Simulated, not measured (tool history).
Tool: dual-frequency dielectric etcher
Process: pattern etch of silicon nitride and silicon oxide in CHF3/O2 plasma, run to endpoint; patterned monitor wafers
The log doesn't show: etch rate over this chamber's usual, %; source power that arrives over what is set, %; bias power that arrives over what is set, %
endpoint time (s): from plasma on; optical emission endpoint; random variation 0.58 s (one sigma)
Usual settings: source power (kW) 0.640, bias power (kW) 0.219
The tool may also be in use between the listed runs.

run     day  source power (kW)  bias power (kW)  wafers since the last listed run  hours since the last wet clean  hours since the last source power generator calibration  hours since the last bias power generator calibration  hours since the last upper electrode change  incoming incoming film thickness, nm  endpoint time (s)
  1   0.000              0.640            0.203                                 0                             0.5                                                   2663.9                                                 1825.5                                       3126.5                                 241.4              152.9
  2   0.175              0.640            0.203                                21                             4.7                                                   2668.1                                                 1829.7                                       3130.7                                 238.9              152.0
  3   2.512              0.640            0.256                               293                            60.8                                                   2724.2                                                 1885.8                                       3186.8                                 239.9              136.0
  4   4.083              0.640            0.256                               197                            98.5                                                   2761.9                                                 1923.5                                       3224.5                                 240.0              135.5
  5   6.512              0.640            0.261                               305                           156.8                                                   2820.2                                                 1981.8                                       3282.8                                 242.7              137.0
  6   9.188              0.640            0.261                               335                           221.0                                                   2884.4                                                 2046.0                                       3347.0                                 240.3              134.2
  7  11.104              0.640            0.219                               240                           267.0                                                   2930.4                                                 2092.0                                       3393.0                                 239.6              146.0
  8  14.067              0.640            0.219                               371                           338.1                                                   3001.5                                                 2163.1                                       3464.1                                 240.8              146.2
     15.546  -- wet clean of the chamber
  9  16.379              0.640            0.219                               164                            20.0                                                   3057.0                                                 2218.6                                       3519.6                                 242.4              147.1
 10  23.842              0.640            0.219                               937                           199.1                                                   3236.1                                                 2397.7                                       3698.7                                 239.6              146.3
 11  25.854              0.640            0.219                               252                           247.4                                                   3284.4                                                 2446.0                                       3747.0                                 239.3              145.9
 12  27.396              0.640            0.219                               193                           284.4                                                   3321.4                                                 2483.0                                       3784.0                                 240.1              146.0
 13  28.712              0.640            0.219                               165                           316.0                                                   3353.0                                                 2514.6                                       3815.6                                 241.8              146.6
 14  31.146              0.640            0.219                               305                           374.4                                                   3411.4                                                 2573.0                                       3874.0                                 240.8              145.7
     35.246  -- wet clean of the chamber
 15  37.438              0.580            0.175                               664                            52.6                                                   3562.4                                                 2724.0                                       4025.0                                 239.8              169.7
 16  39.579              0.730            0.236                               268                           104.0                                                   3613.8                                                 2775.4                                       4076.4                                 241.0              133.0
     41.171  -- bias power generator calibrated
 17  42.158              0.750            0.238                               302                           165.9                                                   3675.7                                                   23.7                                       4138.3                                 239.0              131.6
 18  43.225              0.640            0.194                               133                           191.5                                                   3701.3                                                   49.3                                       4163.9                                 236.9              154.3
 19  45.438              0.700            0.219                               277                           244.6                                                   3754.4                                                  102.4                                       4217.0                                 239.5              141.5
 20  47.200              0.640            0.219                               221                           286.9                                                   3796.7                                                  144.7                                       4259.3                                 239.1              146.9
 21  49.346              0.640            0.219                               269                           338.4                                                   3848.2                                                  196.2                                       4310.8                                 241.8              148.0
     52.279  -- wet clean of the chamber
 22  52.300              0.640            0.219                               245                             0.5                                                   3919.1                                                  267.1                                       4381.7                                 242.8              149.0
     54.079  -- upper electrode replaced
     54.300  -- source power generator calibrated
 23  54.879              0.640            0.256                               177                            62.4                                                     13.9                                                  329.0                                         19.2                                 240.6              136.2
 24  56.175              0.730            0.219                               162                            93.5                                                     45.0                                                  360.1                                         50.3                                 240.6              139.2
 25  58.683              0.540            0.256                               314                           153.7                                                    105.2                                                  420.3                                        110.5                                 239.9              147.9
 26  59.917              0.480            0.273                               154                           183.3                                                    134.8                                                  449.9                                        140.1                                 239.9              150.3
 27  62.750              0.720            0.172                               355                           251.3                                                    202.8                                                  517.9                                        208.1                                 238.5              156.7
 28  65.242              0.640            0.219                               312                           311.1                                                    262.6                                                  577.7                                        267.9                                 239.6              146.3
 29  66.300              0.720            0.269                               132                           336.5                                                    288.0                                                  603.1                                        293.3                                 241.0              127.8
     68.621  -- wet clean of the chamber
 30  68.642              0.640            0.179                               168                             0.5                                                    344.2                                                  659.3                                        349.5                                 241.3              161.9
 31  69.092              0.640            0.219                                56                            11.3                                                    355.0                                                  670.1                                        360.3                                 239.1              146.5
 32  71.371              0.510            0.183                               286                            66.0                                                    409.7                                                  724.8                                        415.0                                 236.7              176.7
 33  73.892              0.640            0.219                               316                           126.5                                                    470.2                                                  785.3                                        475.5                                 240.1              148.1
 34  75.271              0.640            0.219                               173                           159.6                                                    503.3                                                  818.4                                        508.6                                 240.9              147.9
 35  77.088              0.640            0.219                               228                           203.2                                                    546.9                                                  862.0                                        552.2                                 239.3              146.7

Some steps in endpoint time (s) between neighbouring runs. How much of each would the tool show without its hidden state too (settings, what came in, random variation), and how much is left for the hidden state, with any gauge scatter that isn't in both results?
Run 9 -> 10: no setting changed, nothing entered. endpoint time (s) -0.8: hidden state -0.3, all else -0.5.
Run 14 -> 15: source power (kW) 0.640 -> 0.580, bias power (kW) 0.219 -> 0.175, wet clean of the chamber. endpoint time (s) +24.0: hidden state -0.4, all else +24.4.
Run 15 -> 16: source power (kW) 0.580 -> 0.730, bias power (kW) 0.175 -> 0.236. endpoint time (s) -36.7: hidden state +0.2, all else -36.9.
Run 16 -> 17: source power (kW) 0.730 -> 0.750, bias power (kW) 0.236 -> 0.238, bias power generator calibrated. endpoint time (s) -1.4: hidden state +1.9, all else -3.3.
Run 29 -> 30: source power (kW) 0.720 -> 0.640, bias power (kW) 0.269 -> 0.179, wet clean of the chamber. endpoint time (s) +34.1: hidden state -0.1, all else +34.2.
Run 31 -> 32: source power (kW) 0.640 -> 0.510, bias power (kW) 0.219 -> 0.183. endpoint time (s) +30.2: hidden state +0.0, all else +30.2.
